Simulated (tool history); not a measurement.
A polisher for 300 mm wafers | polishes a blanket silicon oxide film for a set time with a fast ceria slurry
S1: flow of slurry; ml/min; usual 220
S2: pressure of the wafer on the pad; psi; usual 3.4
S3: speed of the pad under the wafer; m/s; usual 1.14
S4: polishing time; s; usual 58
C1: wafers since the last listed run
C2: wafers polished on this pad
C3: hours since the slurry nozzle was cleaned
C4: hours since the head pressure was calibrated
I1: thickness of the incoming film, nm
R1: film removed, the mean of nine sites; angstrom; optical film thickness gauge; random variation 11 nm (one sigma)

| run | hour | S1 | S2 | S3 | S4 | C1 | C2 | C3 | C4 | I1 | R1 |
|---|---|---|---|---|---|---|---|---|---|---|---|
| 1 | 0.0 | 220 | 3.4 | 1.14 | 68 | 0 | 381 | 126.3 | 167.2 | 3635.0 | 13826 |
|  | 124.6 | slurry nozzle cleaned |
| 2 | 205.9 | 220 | 3.4 | 1.14 | 68 | 1756 | 2138 | 81.3 | 373.1 | 3516.2 | 12624 |
|  | 232.9 | head pressure recalibrated |
|  | 270.3 | worn pad replaced by a new one |
| 3 | 271.6 | 220 | 3.4 | 1.14 | 68 | 511 | 10 | 147.0 | 38.7 | 3555.1 | 13753 |
| 4 | 343.1 | 220 | 3.4 | 1.14 | 72 | 612 | 623 | 218.5 | 110.2 | 3658.6 | 14003 |
|  | 385.7 | slurry nozzle cleaned |
| 5 | 412.9 | 220 | 3.4 | 1.14 | 72 | 589 | 1213 | 27.2 | 180.0 | 3514.5 | 14120 |
| 6 | 449.7 | 220 | 3.4 | 1.14 | 72 | 315 | 1529 | 64.0 | 216.8 | 3607.1 | 14015 |
| 7 | 489.6 | 220 | 3.4 | 1.14 | 58 | 342 | 1871 | 103.9 | 256.7 | 3553.8 | 10908 |
|  | 513.7 | worn pad replaced by a new one |
| 8 | 520.3 | 220 | 3.4 | 1.22 | 58 | 228 | 56 | 134.6 | 287.4 | 3586.3 | 12539 |
| 9 | 677.6 | 265 | 3.4 | 1.14 | 58 | 1348 | 1405 | 291.9 | 444.7 | 3554.8 | 10410 |
|  | 703.1 | slurry nozzle cleaned |
| 10 | 741.4 | 265 | 3.4 | 1.14 | 58 | 538 | 1943 | 38.3 | 508.5 | 3576.7 | 11396 |
|  | 765.5 | head pressure recalibrated |
|  | 784.4 | worn pad replaced by a new one |
| 11 | 805.6 | 265 | 3.4 | 1.14 | 58 | 498 | 181 | 102.5 | 40.1 | 3563.1 | 12325 |
| 12 | 844.0 | 220 | 3.8 | 1.14 | 58 | 329 | 510 | 140.9 | 78.5 | 3587.5 | 13091 |
| 13 | 907.5 | 165 | 3.4 | 1.14 | 58 | 544 | 1055 | 204.4 | 142.0 | 3592.9 | 10508 |
|  | 961.5 | slurry nozzle cleaned |
| 14 | 962.2 | 220 | 3.4 | 1.14 | 58 | 460 | 1515 | 0.7 | 196.7 | 3594.7 | 11390 |
| 15 | 1022.1 | 275 | 3.4 | 1.46 | 78 | 513 | 2029 | 60.6 | 256.6 | 3582.2 | 19564 |
|  | 1062.5 | worn pad replaced by a new one |
| 16 | 1072.7 | 220 | 3.4 | 1.14 | 58 | 399 | 87 | 111.2 | 307.2 | 3599.7 | 11777 |

Run 17 comes next. What will it give?
| 17 | 1097.9 | 240 | 3.4 | 1.14 | 68 | 216 | 303 | 136.4 | 332.4 | 3528.1 | ? |

Run 17 gave R1 13768 angstrom.
Without the tool's hidden state the same run would have given R1 14242 angstrom.
